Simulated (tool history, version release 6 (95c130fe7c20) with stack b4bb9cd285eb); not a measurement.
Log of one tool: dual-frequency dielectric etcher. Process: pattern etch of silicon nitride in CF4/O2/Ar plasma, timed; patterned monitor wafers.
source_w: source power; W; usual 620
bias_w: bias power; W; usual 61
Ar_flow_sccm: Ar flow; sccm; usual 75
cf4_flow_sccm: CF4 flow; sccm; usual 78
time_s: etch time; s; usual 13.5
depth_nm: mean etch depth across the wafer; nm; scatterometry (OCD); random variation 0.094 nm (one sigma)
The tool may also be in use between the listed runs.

run,hour,source_w,bias_w,Ar_flow_sccm,cf4_flow_sccm,time_s,wafers since the last listed run,hours since the last wet clean,hours since the last source power generator calibration,hours since the last bias power generator calibration,hours since the last Ar flow controller change,hours since the last CF4 flow controller change,hours since the last upper electrode change,hours since the gauge calibration,"read-back reference wafer on the same gauge, depth_nm",depth_nm
1,0,620,61,75,78,13.5,0,0.5,4394.7,159.2,3371.7,170.7,2392.7,1140.5,30.21,29.87
# hour 42.7: upper electrode replaced
2,61.2,620,61,75,78,13.5,317,61.7,4455.9,220.4,3432.9,231.9,18.5,1201.7,30.21,29.59
# hour 119.2: source power generator calibrated
3,119.7,620,54,57,96,13.5,464,120.2,0.5,278.9,3491.4,290.4,77,1260.2,30.2,31.08
4,159.7,620,55,87,93,13.5,340,160.2,40.5,318.9,3531.4,330.4,117,1300.2,30.22,29.15
5,212.3,620,76,75,78,13.5,448,212.8,93.1,371.5,3584,383,169.6,1352.8,30.22,33.93
6,273.2,760,61,80,95,12,518,273.7,154,432.4,3644.9,443.9,230.5,1413.7,30.23,31.76
7,339.5,510,53,90,90,13.5,564,340,220.3,498.7,3711.2,510.2,296.8,1480,30.22,25.1
# hour 380.5: wet clean of the chamber
8,395.7,620,61,75,78,13.5,274,15.2,276.5,554.9,3767.4,566.4,353,1536.2,30.19,30.58
# hour 453.6: gauge calibrated
9,466.4,620,61,75,78,13.5,602,85.9,347.2,625.6,3838.1,637.1,423.7,12.8,30.19,30.54
10,503,620,61,75,66,13.5,311,122.5,383.8,662.2,3874.7,673.7,460.3,49.4,30.21,30.01
# hour 519.9: Ar flow controller replaced
11,562.1,620,69,56,71,14.5,452,181.6,442.9,721.3,42.2,732.8,519.4,108.5,30.17,35.97
12,603.2,620,61,75,59,13.5,350,222.7,484,762.4,83.3,773.9,560.5,149.6,30.22,29.66
13,648.6,500,61,66,91,13.5,386,268.1,529.4,807.8,128.7,819.3,605.9,195,30.19,27.48
14,698.6,620,61,75,78,16.5,426,318.1,579.4,857.8,178.7,869.3,655.9,245,30.2,37.09
15,762.9,720,61,82,91,16,547,382.4,643.7,922.1,243,933.6,720.2,309.3,30.24,39.78
16,824.4,620,61,75,78,13.5,524,443.9,705.2,983.6,304.5,995.1,781.7,370.8,30.23,30.3
# hour 871.9: wet clean of the chamber
17,872.4,620,70,68,78,13.5,204,0.5,753.2,1031.6,352.5,1043.1,829.7,418.8,30.21,33.04
18,907.4,620,73,75,78,16.5,298,35.5,788.2,1066.6,387.5,1078.1,864.7,453.8,30.18,40.19
19,951.9,620,61,75,78,13.5,379,80,832.7,1111.1,432,1122.6,909.2,498.3,30.22,30.48
20,982.8,620,55,75,85,13.5,263,110.9,863.6,1142,462.9,1153.5,940.1,529.2,30.19,29.45
21,1012.1,620,61,75,78,13.5,249,140.2,892.9,1171.3,492.2,1182.8,969.4,558.5,30.17,30.42
22,1053.4,690,57,63,78,15,351,181.5,934.2,1212.6,533.5,1224.1,1010.7,599.8,30.17,36.1

Hidden state or all else? Some run-to-run changes of depth_nm, split into what the settings, what came in and random variation would give without the hidden state, and what is left for the hidden state (with any gauge scatter that isn't in both results):
The hidden state here: etch rate over this chamber's usual, %; source power that arrives over what is set, %; bias power that arrives over what is set, %; Ar flow that arrives over what is set, %; CF4 flow that arrives over what is set, %; gauge reads high (%).
Run 2 -> 3: bias_w 61 -> 54, Ar_flow_sccm 75 -> 57, cf4_flow_sccm 78 -> 96, source power generator calibrated. depth_nm +1.49 nm: hidden state +1.06, all else +0.43.
Run 13 -> 14: source_w 500 -> 620, Ar_flow_sccm 66 -> 75, cf4_flow_sccm 91 -> 78, time_s 13.5 -> 16.5. depth_nm +9.61 nm: hidden state -0.15, all else +9.76.
Run 18 -> 19: bias_w 73 -> 61, time_s 16.5 -> 13.5. depth_nm -9.71 nm: hidden state +0.15, all else -9.86.
